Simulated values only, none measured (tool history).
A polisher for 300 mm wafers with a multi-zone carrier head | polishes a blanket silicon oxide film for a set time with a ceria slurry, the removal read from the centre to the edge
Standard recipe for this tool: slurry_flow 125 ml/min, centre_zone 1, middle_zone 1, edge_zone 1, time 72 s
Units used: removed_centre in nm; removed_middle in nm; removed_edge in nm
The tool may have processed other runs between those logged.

run     day  slurry_flow  centre_zone  middle_zone  edge_zone  time  wafers since the last listed run  wafers polished on this pad  hours since the slurry nozzle was cleaned  hours since the centre zone pressure was calibrated  hours since the edge zone pressure was calibrated  hours since the carrier head's membrane was replaced  incoming thickness of the incoming film, nm  removed_centre  removed_middle  removed_edge
  1       0          125            1            1          1    72                                 0                           10                                       57.6                                                118.6                                               87.4                                                 786.7                                       1442.8           307.1           304.2         300.5
  2   0.546          125            1            1          1    72                               115                          125                                       70.7                                                131.7                                              100.5                                                 799.8                                       1444.1           307.6           297.4         301.7
      0.967  -- carrier head's membrane replaced by a new one
  3   1.121           90         1.06         0.92          1    65                                77                          202                                       84.5                                                145.5                                              114.3                                                   3.7                                       1469.5           264.2           230.6         256.8
  4     2.2          135            1         0.93          1    72                               227                          430                                      110.4                                                171.4                                              140.2                                                  29.6                                       1434.3           292.8           269.4         288.6
  5   2.775          125            1            1          1    72                               121                          551                                      124.2                                                185.2                                                154                                                  43.4                                       1429.1           284.1           282.1         281.2
  6   3.688          140         1.07            1          1    72                               192                          743                                      146.1                                                207.1                                              175.9                                                  65.3                                         1459           299.1           286.7         279.2
  7   4.658          125            1            1          1    72                               204                          948                                      169.4                                                230.4                                              199.2                                                  88.6                                       1443.9           273.8           274.2         273.5
  8   5.562           80            1            1          1    72                               190                         1139                                      191.1                                                252.1                                              220.9                                                 110.3                                       1473.2             256           258.1         267.3
  9   6.725          125            1            1          1    72                               245                         1384                                        219                                                  280                                              248.8                                                 138.2                                       1474.6           271.9           277.7         274.7
 10   7.904          125            1         1.12       1.09    63                               248                         1632                                      247.3                                                308.3                                              277.1                                                 166.5                                       1424.5           241.8           261.2         249.7
      8.417  -- worn pad replaced by a new one
 11   8.583          110         1.03            1       0.96    72                               108                           34                                      263.6                                                324.6                                              293.4                                                 182.8                                       1460.2           306.1           298.5         294.8
      9.275  -- slurry nozzle cleaned
 12   9.842          125            1            1          1    72                               256                          291                                       13.6                                                354.8                                              323.6                                                   213                                         1467           291.7           288.2         291.6
 13   10.35          125         1.07            1        0.9    72                               107                          398                                       25.8                                                  367                                              335.8                                                 225.2                                       1435.8           304.5           286.3         276.3
 14  11.112          125            1            1          1    72                               160                          559                                       44.1                                                385.3                                              354.1                                                 243.5                                         1474           286.2             278         279.6
 15  11.904          110            1            1          1    59                               166                          726                                       63.1                                                404.3                                              373.1                                                 262.5                                       1453.8           226.2           221.3         223.5
     12.117  -- centre zone pressure recalibrated
 16  12.775           95            1            1       1.09    92                               166                          892                                         84                                                 15.8                                                394                                                 283.4                                       1436.1           336.1           336.8         351.8
 17   14.05          125            1            1          1    72                               268                         1161                                      114.6                                                 46.4                                              424.6                                                   314                                       1474.6           270.3           274.2         270.4
 18  15.233          125         1.04            1          1    72                               249                         1410                                        143                                                 74.8                                                453                                                 342.4                                       1453.5           278.8           271.4         273.4
     16.454  -- worn pad replaced by a new one
 19  16.471          125         0.94            1        1.1    72                               225                            3                                      172.7                                                104.5                                              482.7                                                 372.1                                       1431.5           283.9           301.4         314.9
 20  17.471          125            1         1.07       0.89    72                               210                          214                                      196.7                                                128.5                                              506.7                                                 396.1                                       1432.3           289.6           303.6         275.3
 21  18.717          125            1         1.12       1.09    63                               262                          477                                      226.6                                                158.4                                              536.6                                                   426                                       1462.2           243.4           269.4         253.1

Below, each run's measurement less what the same run would have read without the hidden state. Both values contain the same run-to-run variation, but the gauge's scatter may not be the same in both:
Hidden state at play: removal rate lost through wear of the pad, %; slurry flow missing at the pad, %; deviation of the centre zone's pressure from its setpoint, %; deviation of the edge zone's pressure from its setpoint, %.
run  removed_centre  removed_middle  removed_edge
  1            -2.1            -2.1            -2
  2              -9            -8.6          -8.7
  3           -12.8           -11.2         -12.5
  4           -22.4           -20.7         -22.1
  5           -24.8           -24.7         -24.6
  6           -30.2             -29         -28.2
  7           -30.3           -30.4         -30.3
  8           -30.1           -30.3         -31.3
  9           -33.4           -34.1         -33.7
 10           -30.5             -33         -31.5
 11            -6.9            -6.6          -6.6
 12           -19.8           -19.5         -19.7
 13           -24.7           -23.3         -22.5
 14           -27.9           -27.1         -27.3
 15           -24.9           -24.3         -24.6
 16           -40.4           -40.5         -42.3
 17           -35.2           -35.7         -35.2
 18           -37.9           -36.9         -37.2
 19            -5.4            -5.8          -6.1
 20           -17.1           -17.9         -16.3
 21           -22.6           -25.1         -23.6
